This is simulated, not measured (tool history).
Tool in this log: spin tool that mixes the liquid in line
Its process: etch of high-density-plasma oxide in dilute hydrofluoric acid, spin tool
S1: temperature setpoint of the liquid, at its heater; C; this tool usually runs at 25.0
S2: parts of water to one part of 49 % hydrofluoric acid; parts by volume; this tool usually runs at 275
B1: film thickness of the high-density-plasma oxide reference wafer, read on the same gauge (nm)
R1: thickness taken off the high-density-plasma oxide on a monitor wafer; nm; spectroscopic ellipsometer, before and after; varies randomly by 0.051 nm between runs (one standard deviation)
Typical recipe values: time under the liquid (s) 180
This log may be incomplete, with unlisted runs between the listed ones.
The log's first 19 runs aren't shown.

-- hour=555.9 thermometer replaced
run 20 hour=563.0 | S1=25.0 S2=275 time_under_the_liquid_(s)=180 | B1=100.00 | R1=5.26
run 21 hour=602.7 | S1=25.0 S2=275 time_under_the_liquid_(s)=180 | B1=99.99 | R1=5.19
run 22 hour=619.9 | S1=28.0 S2=275 time_under_the_liquid_(s)=280 | B1=100.01 | R1=8.98
run 23 hour=658.5 | S1=25.0 S2=275 time_under_the_liquid_(s)=180 | B1=99.99 | R1=5.22
run 24 hour=687.6 | S1=25.0 S2=415 time_under_the_liquid_(s)=255 | B1=100.01 | R1=4.33
run 25 hour=706.8 | S1=25.0 S2=275 time_under_the_liquid_(s)=180 | B1=100.00 | R1=5.09
run 26 hour=730.0 | S1=25.0 S2=275 time_under_the_liquid_(s)=180 | B1=99.99 | R1=5.21
run 27 hour=752.0 | S1=25.0 S2=275 time_under_the_liquid_(s)=180 | B1=99.96 | R1=5.23
run 28 hour=787.3 | S1=25.0 S2=210 time_under_the_liquid_(s)=180 | B1=100.02 | R1=7.29
run 29 hour=806.0 | S1=22.0 S2=275 time_under_the_liquid_(s)=100 | B1=100.01 | R1=2.60
run 30 hour=822.1 | S1=28.0 S2=200 time_under_the_liquid_(s)=240 | B1=100.01 | R1=11.58
run 31 hour=840.6 | S1=25.0 S2=275 time_under_the_liquid_(s)=180 | B1=99.99 | R1=5.20

Branching from run 31: 5 alternative next runs. What would each branch give?
run A hour=841.1 | S1=25.0 S2=275 time_under_the_liquid_(s)=280 | B1=? | R1=?
run B hour=841.1 | S1=20.5 S2=220 time_under_the_liquid_(s)=180 | B1=? | R1=?
run C hour=841.1 | S1=27.0 S2=275 time_under_the_liquid_(s)=180 | B1=? | R1=?
run D hour=841.1 | S1=21.0 S2=190 time_under_the_liquid_(s)=270 | B1=? | R1=?
run E hour=841.1 | S1=25.0 S2=135 time_under_the_liquid_(s)=180 | B1=? | R1=?

run=A B1=100.01 R1=8.19
run=B B1=100.01 R1=5.90
run=C B1=100.01 R1=5.64
run=D B1=100.01 R1=10.76
run=E B1=100.01 R1=12.50
Without the tool's hidden state the same runs would have given:
run=A R1=8.19
run=B R1=5.90
run=C R1=5.64
run=D R1=10.76
run=E R1=12.50
